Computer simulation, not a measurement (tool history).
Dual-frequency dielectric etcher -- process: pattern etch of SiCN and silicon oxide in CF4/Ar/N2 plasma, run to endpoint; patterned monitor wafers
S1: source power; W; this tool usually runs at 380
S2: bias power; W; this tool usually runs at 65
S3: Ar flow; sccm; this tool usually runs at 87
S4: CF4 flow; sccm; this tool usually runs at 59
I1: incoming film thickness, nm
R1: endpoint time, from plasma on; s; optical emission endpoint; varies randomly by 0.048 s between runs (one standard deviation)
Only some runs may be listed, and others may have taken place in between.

run 1 hour=0.0 | S1=380 S2=65 S3=76 S4=59 | I1=11.73 | R1=15.6
run 2 hour=100.3 | S1=380 S2=65 S3=76 S4=59 | I1=11.71 | R1=15.5
run 3 hour=198.6 | S1=380 S2=65 S3=76 S4=59 | I1=11.66 | R1=15.4
run 4 hour=303.5 | S1=380 S2=52 S3=103 S4=59 | I1=11.69 | R1=16.9
run 5 hour=367.0 | S1=380 S2=52 S3=103 S4=59 | I1=11.71 | R1=16.8
run 6 hour=461.9 | S1=320 S2=65 S3=87 S4=59 | I1=11.66 | R1=17.5
run 7 hour=564.4 | S1=320 S2=65 S3=87 S4=59 | I1=11.71 | R1=17.6
run 8 hour=656.4 | S1=380 S2=65 S3=87 S4=59 | I1=11.66 | R1=15.6
run 9 hour=684.0 | S1=310 S2=65 S3=66 S4=54 | I1=11.86 | R1=17.6
run 10 hour=753.2 | S1=380 S2=51 S3=87 S4=47 | I1=11.71 | R1=17.2
run 11 hour=795.4 | S1=470 S2=53 S3=87 S4=53 | I1=11.80 | R1=14.6
run 12 hour=898.0 | S1=470 S2=75 S3=98 S4=65 | I1=11.65 | R1=13.0
run 13 hour=993.2 | S1=440 S2=56 S3=74 S4=71 | I1=11.83 | R1=14.2
run 14 hour=1059.0 | S1=480 S2=65 S3=87 S4=68 | I1=11.69 | R1=13.2

Not shown here: 7 entries made in the log between runs. Locate each between two listed runs and compare the hidden state at the listed run before it with the hidden state at the listed run after it:
Between runs 5 and 6: CF4 flow controller replaced (hour 378.9); wet clean of the chamber (hour 427.1)
  etch rate over this chamber's usual, %: 2.06 -> -0.054
Between runs 6 and 7: bias power generator calibrated (hour 546.0)
  etch rate over this chamber's usual, %: -0.054 -> 0.509
Between runs 7 and 8: Ar flow controller replaced (hour 578.6); upper electrode replaced (hour 655.9)
  etch rate over this chamber's usual, %: 0.509 -> 1.01
Between runs 9 and 10: source power generator calibrated (hour 708.7)
  etch rate over this chamber's usual, %: 1.17 -> 1.55
Between runs 12 and 13: wet clean of the chamber (hour 992.7)
  etch rate over this chamber's usual, %: 2.34 -> 0.0106
